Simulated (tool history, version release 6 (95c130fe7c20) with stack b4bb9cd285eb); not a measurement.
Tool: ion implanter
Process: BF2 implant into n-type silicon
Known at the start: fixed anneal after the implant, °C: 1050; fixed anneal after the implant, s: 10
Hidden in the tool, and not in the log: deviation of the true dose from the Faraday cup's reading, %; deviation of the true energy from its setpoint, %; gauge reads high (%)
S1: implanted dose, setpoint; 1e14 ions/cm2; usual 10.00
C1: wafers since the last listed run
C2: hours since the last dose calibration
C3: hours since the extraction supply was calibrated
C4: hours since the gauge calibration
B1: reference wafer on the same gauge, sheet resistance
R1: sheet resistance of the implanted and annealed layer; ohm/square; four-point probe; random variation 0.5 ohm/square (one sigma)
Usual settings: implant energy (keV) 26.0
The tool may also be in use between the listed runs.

Run 1, day 0.000: usual settings; C1 0; C2 812.2; C3 2857.4; C4 834.6; B1 115.08. Result: R1 134.11 ohm/square.
Run 2, day 1.692: usual settings; C1 691; C2 852.8; C3 2898.0; C4 875.2; B1 114.98. Result: R1 133.73 ohm/square.
Run 3, day 3.392: usual settings; C1 695; C2 893.6; C3 2938.8; C4 916.0; B1 115.02. Result: R1 134.34 ohm/square.
Run 4, day 5.208: usual settings; C1 742; C2 937.2; C3 2982.4; C4 959.6; B1 114.96. Result: R1 133.78 ohm/square.
Run 5, day 9.675: usual settings; C1 1826; C2 1044.4; C3 3089.6; C4 1066.8; B1 114.95. Result: R1 133.05 ohm/square.
Run 6, day 11.842: usual settings; C1 885; C2 1096.4; C3 3141.6; C4 1118.8; B1 114.99. Result: R1 133.10 ohm/square.
Run 7, day 14.267: usual settings; C1 991; C2 1154.6; C3 3199.8; C4 1177.0; B1 114.89. Result: R1 132.64 ohm/square.
Run 8, day 16.504: usual settings; C1 914; C2 1208.3; C3 3253.5; C4 1230.7; B1 115.06. Result: R1 133.44 ohm/square.
Run 9, day 20.625: usual settings; C1 1685; C2 1307.2; C3 3352.4; C4 1329.6; B1 114.93. Result: R1 133.39 ohm/square.
Run 10, day 22.858: usual settings; C1 913; C2 1360.8; C3 3406.0; C4 1383.2; B1 115.06. Result: R1 133.18 ohm/square.
Run 11, day 26.029: usual settings; C1 1296; C2 1436.9; C3 3482.1; C4 1459.3; B1 114.84. Result: R1 133.12 ohm/square.
At day 27.333: Faraday cup replaced and dose calibrated.
Run 12, day 28.771: usual settings but S1 8.77 1e14 ions/cm2, implant energy (keV) 22.5; C1 984; C2 34.5; C3 3547.9; C4 1525.1; B1 115.02. Result: R1 152.85 ohm/square.
At day 28.942: gauge calibrated.
Run 13, day 31.529: usual settings but implant energy (keV) 23.5; C1 1127; C2 100.7; C3 3614.1; C4 62.1; B1 115.07. Result: R1 138.88 ohm/square.
Run 14, day 34.438: usual settings; C1 1189; C2 170.5; C3 3683.9; C4 131.9; B1 114.92. Result: R1 135.57 ohm/square.
At day 35.996: extraction supply calibrated.
Run 15, day 37.175: usual settings but S1 8.75 1e14 ions/cm2, implant energy (keV) 29.0; C1 983; C2 236.2; C3 28.3; C4 197.6; B1 115.01. Result: R1 142.22 ohm/square.
Run 16, day 40.271: usual settings but S1 10.81 1e14 ions/cm2; C1 1265; C2 310.5; C3 102.6; C4 271.9; B1 115.09. Result: R1 128.91 ohm/square.
Run 17, day 42.617: usual settings but S1 10.78 1e14 ions/cm2, implant energy (keV) 29.5; C1 959; C2 366.8; C3 158.9; C4 328.2; B1 115.05. Result: R1 123.29 ohm/square.
Run 18, day 45.212: usual settings but S1 12.99 1e14 ions/cm2, implant energy (keV) 17.5; C1 1061; C2 429.1; C3 221.2; C4 390.5; B1 114.98. Result: R1 138.01 ohm/square.
Run 19, day 47.658: usual settings but S1 9.17 1e14 ions/cm2, implant energy (keV) 34.5; C1 1000; C2 487.8; C3 279.9; C4 449.2; B1 114.97. Result: R1 132.03 ohm/square.
Run 20, day 50.117: usual settings but implant energy (keV) 30.0; C1 1005; C2 546.8; C3 338.9; C4 508.2; B1 114.96. Result: R1 128.20 ohm/square.
Run 21, day 52.508: usual settings; C1 977; C2 604.2; C3 396.3; C4 565.6; B1 114.97. Result: R1 134.22 ohm/square.
Run 22, day 54.029: usual settings; C1 621; C2 640.7; C3 432.8; C4 602.1; B1 115.03. Result: R1 132.57 ohm/square.

Forecast each of these 5 alternatives for the next run:
Run A, day 54.046: usual settings but S1 12.28 1e14 ions/cm2; C1 6; C2 641.1; C3 433.2; C4 602.5; B1 ?. Result: R1 ?.
Run B, day 54.046: usual settings but S1 8.87 1e14 ions/cm2, implant energy (keV) 30.0; C1 6; C2 641.1; C3 433.2; C4 602.5; B1 ?. Result: R1 ?.
Run C, day 54.046: usual settings but S1 12.84 1e14 ions/cm2, implant energy (keV) 28.5; C1 6; C2 641.1; C3 433.2; C4 602.5; B1 ?. Result: R1 ?.
Run D, day 54.046: usual settings but S1 12.94 1e14 ions/cm2, implant energy (keV) 32.5; C1 6; C2 641.1; C3 433.2; C4 602.5; B1 ?. Result: R1 ?.
Run E, day 54.046: usual settings but implant energy (keV) 34.5; C1 6; C2 641.1; C3 433.2; C4 602.5; B1 ?. Result: R1 ?.

run      B1      R1
  A  115.15  121.93
  B  115.15  138.15
  C  115.15  116.15
  D  115.15  110.54
  E  115.15  123.53
Without the tool's hidden state the same runs would have given:
run      R1
  A  124.14
  B  142.52
  C  118.19
  D  112.63
  E  127.26
